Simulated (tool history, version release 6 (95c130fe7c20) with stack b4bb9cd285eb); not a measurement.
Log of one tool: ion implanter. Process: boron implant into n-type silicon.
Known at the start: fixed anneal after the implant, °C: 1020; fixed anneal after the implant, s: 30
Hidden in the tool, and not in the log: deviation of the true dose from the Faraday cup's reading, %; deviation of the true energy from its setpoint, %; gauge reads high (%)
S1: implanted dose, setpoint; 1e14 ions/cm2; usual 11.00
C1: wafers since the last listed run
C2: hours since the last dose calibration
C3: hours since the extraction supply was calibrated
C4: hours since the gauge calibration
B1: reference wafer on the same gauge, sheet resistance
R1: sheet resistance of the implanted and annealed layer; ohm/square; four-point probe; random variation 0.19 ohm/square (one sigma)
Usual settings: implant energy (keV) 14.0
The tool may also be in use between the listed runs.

{"run": 1, "day": 0.0, "S1": 11.0, "implant energy (keV)": 14.0, "C1": 0, "C2": 1167.1, "C3": 6535.1, "C4": 128.4, "B1": 104.04, "R1": 129.07}
{"run": 2, "day": 1.212, "S1": 11.0, "implant energy (keV)": 14.0, "C1": 755, "C2": 1196.2, "C3": 6564.2, "C4": 157.5, "B1": 104.02, "R1": 129.16}
{"run": 3, "day": 2.783, "S1": 8.68, "implant energy (keV)": 14.0, "C1": 978, "C2": 1233.9, "C3": 6601.9, "C4": 195.2, "B1": 103.98, "R1": 156.09}
{"run": 4, "day": 3.825, "S1": 8.68, "implant energy (keV)": 14.0, "C1": 648, "C2": 1258.9, "C3": 6626.9, "C4": 220.2, "B1": 103.98, "R1": 156.96}
{"run": 5, "day": 6.633, "S1": 8.68, "implant energy (keV)": 14.0, "C1": 1749, "C2": 1326.3, "C3": 6694.3, "C4": 287.6, "B1": 104.0, "R1": 156.63}
{"run": 6, "day": 8.933, "S1": 11.0, "implant energy (keV)": 14.0, "C1": 1432, "C2": 1381.5, "C3": 6749.5, "C4": 342.8, "B1": 103.99, "R1": 129.71}
{"run": 7, "day": 10.25, "S1": 11.0, "implant energy (keV)": 14.0, "C1": 820, "C2": 1413.1, "C3": 6781.1, "C4": 374.4, "B1": 104.0, "R1": 129.33}
{"run": 8, "day": 12.021, "S1": 9.01, "implant energy (keV)": 15.5, "C1": 1102, "C2": 1455.6, "C3": 6823.6, "C4": 416.9, "B1": 104.02, "R1": 150.87}
{"day": 12.45, "done": "gauge calibrated"}
{"run": 9, "day": 13.979, "S1": 9.53, "implant energy (keV)": 12.0, "C1": 1219, "C2": 1502.6, "C3": 6870.6, "C4": 36.7, "B1": 103.96, "R1": 148.63}
{"run": 10, "day": 15.283, "S1": 9.01, "implant energy (keV)": 15.5, "C1": 812, "C2": 1533.9, "C3": 6901.9, "C4": 68.0, "B1": 104.0, "R1": 151.3}
{"day": 15.683, "done": "extraction supply calibrated"}
{"day": 17.496, "done": "Faraday cup replaced and dose calibrated"}
{"run": 11, "day": 17.517, "S1": 11.0, "implant energy (keV)": 10.5, "C1": 975, "C2": 0.5, "C3": 44.0, "C4": 121.6, "B1": 103.98, "R1": 134.39}
{"run": 12, "day": 20.288, "S1": 9.39, "implant energy (keV)": 17.5, "C1": 1725, "C2": 67.0, "C3": 110.5, "C4": 188.1, "B1": 104.02, "R1": 141.56}
{"run": 13, "day": 21.783, "S1": 11.0, "implant energy (keV)": 14.0, "C1": 931, "C2": 102.9, "C3": 146.4, "C4": 224.0, "B1": 104.02, "R1": 127.95}
{"run": 14, "day": 23.967, "S1": 11.0, "implant energy (keV)": 14.0, "C1": 1359, "C2": 155.3, "C3": 198.8, "C4": 276.4, "B1": 103.96, "R1": 127.84}
{"run": 15, "day": 26.75, "S1": 11.0, "implant energy (keV)": 16.5, "C1": 1733, "C2": 222.1, "C3": 265.6, "C4": 343.2, "B1": 104.01, "R1": 125.02}

Some steps in R1 between neighbouring runs. How much of each would the tool show without its hidden state too (settings, what came in, random variation), and how much is left for the hidden state, with any gauge scatter that isn't in both results?
Run 2 -> 3: S1 11.00 -> 8.68. R1 +26.93 ohm/square: hidden state +0.60, all else +26.33.
Run 10 -> 11: S1 9.01 -> 11.00, implant energy (keV) 15.5 -> 10.5, extraction supply calibrated, Faraday cup replaced and dose calibrated. R1 -16.91 ohm/square: hidden state -2.88, all else -14.03.
